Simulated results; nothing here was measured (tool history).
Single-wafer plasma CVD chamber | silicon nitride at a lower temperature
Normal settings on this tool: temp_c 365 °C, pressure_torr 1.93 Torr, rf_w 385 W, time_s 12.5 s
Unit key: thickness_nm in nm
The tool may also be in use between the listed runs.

run    hour  temp_c  pressure_torr  rf_w  time_s  read-back reference wafer on the same gauge, thickness_nm  thickness_nm
  1     0.0     365           1.93   385    12.5                                                     22.063        18.866
       22.9  -- gauge calibrated
  2    73.1     365           1.93   385    12.5                                                     22.587        19.428
       89.1  -- capacitance manometer re-zeroed and calibrated
  3   265.7     365           1.93   385    12.5                                                     22.477        19.422
  4   372.9     365           1.93   385    12.5                                                     22.427        19.362
  5   475.7     357           1.93   385    12.5                                                     22.365        19.282
  6   578.3     357           1.93   385    12.5                                                     22.314        19.349
      634.6  -- showerhead replaced
      647.3  -- thermocouple changed; heater temperature recalibrated
  7   752.0     365           1.93   385    12.5                                                     22.270        19.144
  8   839.3     365           1.93   385    12.5                                                     22.218        19.131
  9   880.7     365           1.93   385    12.5                                                     22.164        19.098
     1021.9  -- gauge calibrated
 10  1109.1     365           1.93   455    12.5                                                     22.573        22.241
     1277.8  -- capacitance manometer re-zeroed and calibrated
 11  1331.3     369           1.93   385    12.5                                                     22.463        19.205
     1402.3  -- RF generator calibrated
 12  1419.7     365           1.93   460    10.4                                                     22.424        18.571
 13  1513.4     365           1.93   385    12.5                                                     22.344        19.271
 14  1718.0     365           1.93   385    12.5                                                     22.256        19.173
 15  1765.3     365           1.93   385    12.5                                                     22.246        19.147
 16  1825.3     371           1.93   385    11.6                                                     22.215        17.625
     1916.3  -- gauge calibrated
 17  1917.4     365           1.73   385    11.7                                                     22.662        17.707
 18  1980.3     365           2.37   385    14.4                                                     22.586        23.580

Each row is a separate what-if for the run after 18, all from the same tool condition, not one after another. Results?
  A  1980.7     365           1.93   385    14.7                                                          ?             ?
  B  1980.7     365           1.49   435    10.0                                                          ?             ?
  C  1980.7     365           1.58   335    12.5                                                          ?             ?
  D  1980.7     365           1.93   440    12.5                                                          ?             ?
  E  1980.7     352           2.10   325    12.5                                                          ?             ?

run  read-back reference wafer on the same gauge, thickness_nm  thickness_nm
  A                                                     22.613        22.803
  B                                                     22.613        16.088
  C                                                     22.613        16.068
  D                                                     22.613        21.730
  E                                                     22.613        16.838
What these runs would have given with no unlogged condition in the tool:
run  thickness_nm
  A        22.804
  B        16.089
  C        16.069
  D        21.731
  E        16.839
